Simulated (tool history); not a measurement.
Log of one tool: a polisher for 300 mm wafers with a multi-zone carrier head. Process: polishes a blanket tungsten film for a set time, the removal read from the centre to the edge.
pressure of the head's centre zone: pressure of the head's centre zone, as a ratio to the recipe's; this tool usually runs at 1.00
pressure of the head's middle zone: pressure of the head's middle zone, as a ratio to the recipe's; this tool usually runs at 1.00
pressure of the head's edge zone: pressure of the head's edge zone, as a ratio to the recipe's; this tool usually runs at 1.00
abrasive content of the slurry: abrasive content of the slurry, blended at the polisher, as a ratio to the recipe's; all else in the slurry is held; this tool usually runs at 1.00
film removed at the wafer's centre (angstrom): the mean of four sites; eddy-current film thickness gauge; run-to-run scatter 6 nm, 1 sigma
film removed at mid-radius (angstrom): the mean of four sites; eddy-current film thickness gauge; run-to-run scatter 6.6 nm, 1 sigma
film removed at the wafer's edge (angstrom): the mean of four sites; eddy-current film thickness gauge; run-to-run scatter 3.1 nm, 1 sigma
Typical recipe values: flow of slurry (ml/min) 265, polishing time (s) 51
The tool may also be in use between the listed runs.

run	hour	flow of slurry (ml/min)	pressure of the head's centre zone	pressure of the head's middle zone	pressure of the head's edge zone	abrasive content of the slurry	polishing time (s)	incoming thickness of the incoming film, nm	film removed at the wafer's centre (angstrom)	film removed at mid-radius (angstrom)	film removed at the wafer's edge (angstrom)
1	0.0	265	1.00	1.00	1.00	1.00	51	1085.2	3900	4019	4168
# hour 30.5: slurry nozzle cleaned
2	54.3	265	1.00	1.00	1.00	1.00	51	1111.2	4282	4490	4419
# hour 67.1: centre zone pressure recalibrated
# hour 115.6: worn pad replaced by a new one
# hour 116.6: edge zone pressure recalibrated
3	117.1	295	1.00	0.91	1.00	1.00	51	1082.5	4279	4006	4403
4	173.6	265	1.00	1.00	1.00	1.00	51	1108.2	4178	4258	4308
5	221.1	265	1.00	1.00	1.00	1.00	51	1081.6	4101	4237	4309
# hour 306.4: worn pad replaced by a new one
6	314.7	265	1.00	1.00	0.92	1.00	61	1101.6	4854	5020	4919
# hour 326.3: carrier head's membrane replaced by a new one
7	378.4	265	1.00	1.00	0.92	1.00	61	1114.7	4791	4951	4846
8	432.0	265	0.93	1.00	0.95	1.00	51	1103.9	3756	4263	4107
# hour 483.8: worn pad replaced by a new one
# hour 492.8: centre zone pressure recalibrated
9	505.6	310	1.00	1.00	1.05	1.00	51	1096.3	4009	4179	4437
10	594.7	265	1.00	1.00	1.00	1.10	51	1093.3	3963	4123	4264
# hour 642.5: slurry nozzle cleaned
# hour 643.6: worn pad replaced by a new one
11	672.5	235	1.00	0.89	1.00	1.10	51	1081.9	4272	4033	4411
# hour 715.9: edge zone pressure recalibrated
12	745.2	265	1.04	0.92	1.00	1.00	59	1081.0	4995	4569	5028
# hour 828.9: worn pad replaced by a new one
13	845.9	265	1.00	1.00	1.00	1.00	51	1099.9	4106	4140	4291
14	900.9	265	1.09	0.95	0.93	1.00	45	1118.5	3963	3545	3633

Consider 5 possible next runs. They are alternatives, not a sequence: every one starts from the tool as it was left by run 14. What does each give?
A	901.3	265	1.00	1.00	1.00	1.00	51	1100.0	?	?	?
B	901.3	265	0.90	0.91	1.00	0.85	51	1100.0	?	?	?
C	901.3	195	1.00	1.00	1.00	1.00	40	1100.0	?	?	?
D	901.3	265	0.90	1.00	1.00	1.00	51	1100.0	?	?	?
E	901.3	265	1.00	1.00	1.00	1.30	51	1100.0	?	?	?

run	film removed at the wafer's centre (angstrom)	film removed at mid-radius (angstrom)	film removed at the wafer's edge (angstrom)
A	4051	4282	4256
B	3590	3840	4134
C	2946	3142	3183
D	3703	4284	4256
E	4266	4508	4481
Without the tool's hidden state the same runs would have given:
run	film removed at the wafer's centre (angstrom)	film removed at mid-radius (angstrom)	film removed at the wafer's edge (angstrom)
A	4315	4530	4438
B	3824	4063	4311
C	3220	3398	3367
D	3944	4532	4438
E	4544	4770	4673
